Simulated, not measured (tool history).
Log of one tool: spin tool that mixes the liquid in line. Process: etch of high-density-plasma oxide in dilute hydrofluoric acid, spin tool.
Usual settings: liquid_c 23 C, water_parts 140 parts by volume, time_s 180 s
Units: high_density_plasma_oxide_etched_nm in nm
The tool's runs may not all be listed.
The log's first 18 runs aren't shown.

| run | hour | liquid_c | water_parts | time_s | read-back film thickness of the high-density-plasma oxide reference wafer, read on the same gauge (nm) | high_density_plasma_oxide_etched_nm |
|---|---|---|---|---|---|---|
| 19 | 1805.3 | 23 | 75 | 250 | 50 | 17.85 |
| 20 | 1898.8 | 26 | 190 | 140 | 49.98 | 3.8 |
| 21 | 1960 | 25 | 140 | 270 | 50 | 10.46 |
| 22 | 2051.3 | 23 | 140 | 180 | 49.98 | 6.47 |
| 23 | 2111.4 | 21 | 140 | 130 | 50.02 | 4.33 |
|  | 2132.4 | thermometer replaced |
| 24 | 2215.5 | 23 | 80 | 85 | 50 | 5.23 |
| 25 | 2262.5 | 23 | 140 | 180 | 50.01 | 5.87 |
|  | 2386.5 | hydrofluoric acid flow meter replaced |
| 26 | 2424.7 | 18.5 | 140 | 125 | 49.99 | 3.46 |
| 27 | 2531.8 | 18.5 | 140 | 180 | 50 | 5.02 |
| 28 | 2627.7 | 23 | 140 | 180 | 50.02 | 6.01 |
| 29 | 2693.8 | 26 | 210 | 85 | 49.99 | 1.96 |
| 30 | 2748.9 | 23 | 120 | 180 | 50.03 | 7.12 |

Forecast each of these 5 alternatives for the next run:
| A | 2749.4 | 23 | 140 | 180 | ? | ? |
| B | 2749.4 | 24.5 | 115 | 180 | ? | ? |
| C | 2749.4 | 21.5 | 170 | 180 | ? | ? |
| D | 2749.4 | 20 | 140 | 285 | ? | ? |
| E | 2749.4 | 19 | 190 | 100 | ? | ? |

| run | read-back film thickness of the high-density-plasma oxide reference wafer, read on the same gauge (nm) | high_density_plasma_oxide_etched_nm |
|---|---|---|
| A | 50 | 6.06 |
| B | 50 | 8.06 |
| C | 50 | 4.56 |
| D | 50 | 8.53 |
| E | 50 | 2.02 |
Without the tool's hidden state the same runs would have given:
| run | high_density_plasma_oxide_etched_nm |
|---|---|
| A | 5.89 |
| B | 7.82 |
| C | 4.43 |
| D | 8.28 |
| E | 1.96 |
